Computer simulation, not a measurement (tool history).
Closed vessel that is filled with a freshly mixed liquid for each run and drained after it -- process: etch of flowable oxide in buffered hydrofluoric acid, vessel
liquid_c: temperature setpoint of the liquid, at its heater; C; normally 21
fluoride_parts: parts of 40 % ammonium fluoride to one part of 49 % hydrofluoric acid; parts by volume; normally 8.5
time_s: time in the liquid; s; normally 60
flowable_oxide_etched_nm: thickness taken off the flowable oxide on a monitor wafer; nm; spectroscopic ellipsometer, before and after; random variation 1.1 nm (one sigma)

run	hour	liquid_c	fluoride_parts	time_s	wafers since the last listed run	hours since the thermometer was replaced	hours since the hydrofluoric acid flow meter was replaced	hours since the gauge calibration	read-back film thickness of the flowable oxide reference wafer, read on the same gauge (nm)	flowable_oxide_etched_nm
1	0	21	8.5	60	0	1144	2382.4	70.7	79.99	207.75
2	22.2	21	8.5	60	1797	1166.2	2404.6	92.9	80.04	209.71
3	33.3	21	8.5	60	898	1177.3	2415.7	104	79.99	207.34
4	44.6	21	8.5	60	915	1188.6	2427	115.3	79.98	209.51
5	60.7	21	8.5	60	1303	1204.7	2443.1	131.4	80	206.71
6	74.9	21	8.5	60	1149	1218.9	2457.3	145.6	80.01	209.43
7	88.9	21	8.5	60	1133	1232.9	2471.3	159.6	80.02	206.46
8	103.1	21	8.5	60	1149	1247.1	2485.5	173.8	80.02	209.54
9	110.1	21	8.5	60	566	1254.1	2492.5	180.8	80.03	210.37
10	120.4	21	6	60	834	1264.4	2502.8	191.1	79.99	284.61
# hour 125.1: gauge calibrated
11	130.3	21	8.5	60	801	1274.3	2512.7	5.2	80	209.18
12	137.1	24.5	8.5	60	550	1281.1	2519.5	12	79.99	253.88
# hour 138.8: hydrofluoric acid flow meter replaced
13	150.2	21	8.5	60	979	1294.2	11.4	25.1	79.99	180.79
14	162.9	22	8.5	60	1028	1306.9	24.1	37.8	80.02	192
15	177.2	21	8.5	60	1158	1321.2	38.4	52.1	80.01	182.03
16	194.8	21	8.5	60	1425	1338.8	56	69.7	80	183.18
# hour 200.8: thermometer replaced
17	203.7	22.5	8.5	60	639	2.9	64.9	78.6	79.99	195.79
18	219	17	7.5	60	1239	18.2	80.2	93.9	80.02	167.52
19	233	21	8.5	60	1133	32.2	94.2	107.9	79.99	183.77
20	241.1	21	9.5	60	655	40.3	102.3	116	80.02	165.05
21	248.6	18	8.5	60	607	47.8	109.8	123.5	80.02	155.42
22	300.4	23	8.5	60	4194	99.6	161.6	175.3	80.02	206.76
23	316.8	21	8.5	90	1328	116	178	191.7	80.01	279.02
24	339.3	21	8.5	45	1822	138.5	200.5	214.2	80	138.18
25	354.9	18	8.5	35	1263	154.1	216.1	229.8	80.01	91.45
# hour 360.3: gauge calibrated
26	366.3	21	6	60	923	165.5	227.5	6	79.99	262.45
27	376.3	24.5	7	75	809	175.5	237.5	16	80	344.09
28	382.7	21	8.5	60	518	181.9	243.9	22.4	79.98	184.11

3 ways to go on from here, each from the tool as it stands after run 28. What would each give?
A	383.4	21	8.5	35	56	182.6	244.6	23.1	?	?
B	383.4	21	8.5	75	56	182.6	244.6	23.1	?	?
C	383.4	21	7.5	60	56	182.6	244.6	23.1	?	?

run	read-back film thickness of the flowable oxide reference wafer, read on the same gauge (nm)	flowable_oxide_etched_nm
A	80.01	108.69
B	80.01	232.9
C	80.01	213.34
With the hidden condition removed and each run's random variation left untouched, the same runs would have given:
run	flowable_oxide_etched_nm
A	106.39
B	227.97
C	208.85
